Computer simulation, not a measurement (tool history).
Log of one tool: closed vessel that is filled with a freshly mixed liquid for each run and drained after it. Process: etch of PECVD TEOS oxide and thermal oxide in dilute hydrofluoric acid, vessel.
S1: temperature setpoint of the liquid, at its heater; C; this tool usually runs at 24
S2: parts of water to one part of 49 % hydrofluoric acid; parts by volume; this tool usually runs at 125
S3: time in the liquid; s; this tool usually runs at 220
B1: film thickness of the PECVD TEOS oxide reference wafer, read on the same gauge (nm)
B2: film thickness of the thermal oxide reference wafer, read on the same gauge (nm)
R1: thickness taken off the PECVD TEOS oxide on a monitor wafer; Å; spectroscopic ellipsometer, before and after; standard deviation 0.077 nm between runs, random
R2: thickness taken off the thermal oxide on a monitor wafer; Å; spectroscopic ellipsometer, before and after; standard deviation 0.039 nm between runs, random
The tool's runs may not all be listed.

run 1 hour=0 | S1=24 S2=105 S3=220 | B1=50.02 B2=40.01 | R1=201.2 R2=92.8
run 2 hour=73.3 | S1=24 S2=125 S3=220 | B1=49.96 B2=39.98 | R1=165.8 R2=75.5
run 3 hour=114.3 | S1=24 S2=125 S3=220 | B1=49.96 B2=40 | R1=164.1 R2=75.5
run 4 hour=193.8 | S1=24 S2=125 S3=220 | B1=50.01 B2=39.98 | R1=165 R2=75.5
run 5 hour=275.2 | S1=24 S2=125 S3=155 | B1=49.97 B2=40.01 | R1=115.6 R2=53.2
run 6 hour=341.9 | S1=24 S2=125 S3=155 | B1=49.96 B2=39.99 | R1=115.2 R2=52.9
run 7 hour=401.4 | S1=24 S2=125 S3=155 | B1=49.99 B2=39.97 | R1=115.1 R2=53
run 8 hour=501.5 | S1=26 S2=85 S3=170 | B1=50.01 B2=39.98 | R1=207.1 R2=97.1
run 9 hour=587.6 | S1=19.5 S2=80 S3=220 | B1=50 B2=40.02 | R1=221.5 R2=103.2
run 10 hour=631.8 | S1=20 S2=165 S3=145 | B1=50.02 B2=40 | R1=66.1 R2=30
run 11 hour=693.3 | S1=20 S2=100 S3=290 | B1=50.04 B2=40 | R1=233.4 R2=107.6
run 12 hour=769.1 | S1=24 S2=125 S3=220 | B1=49.97 B2=40 | R1=159.8 R2=73.6
-- hour=806.1 thermometer replaced
run 13 hour=827.4 | S1=24 S2=125 S3=220 | B1=50 B2=40 | R1=159.8 R2=73.9
run 14 hour=894.4 | S1=24 S2=125 S3=220 | B1=50.02 B2=39.99 | R1=159.7 R2=73.1
-- hour=1013.9 hydrofluoric acid flow meter replaced
run 15 hour=1078.1 | S1=21 S2=80 S3=130 | B1=50.02 B2=40 | R1=144.9 R2=66.2
-- hour=1166.6 gauge calibrated
run 16 hour=1176.5 | S1=24 S2=125 S3=220 | B1=50.04 B2=40 | R1=167.6 R2=76.7
run 17 hour=1248.3 | S1=26.5 S2=105 S3=185 | B1=49.93 B2=39.99 | R1=188.6 R2=86.3

For run 18, what comes out?
run 18 hour=1324.6 | S1=25.5 S2=65 S3=160 | B1=? B2=? | R1=? R2=?

{"run 18": {"B1": 50, "B2": 39.99, "R1": 266, "R2": 122.5}}
With no hidden state in the tool, this same run would have given R1 270.3 Å, R2 124.5 Å.

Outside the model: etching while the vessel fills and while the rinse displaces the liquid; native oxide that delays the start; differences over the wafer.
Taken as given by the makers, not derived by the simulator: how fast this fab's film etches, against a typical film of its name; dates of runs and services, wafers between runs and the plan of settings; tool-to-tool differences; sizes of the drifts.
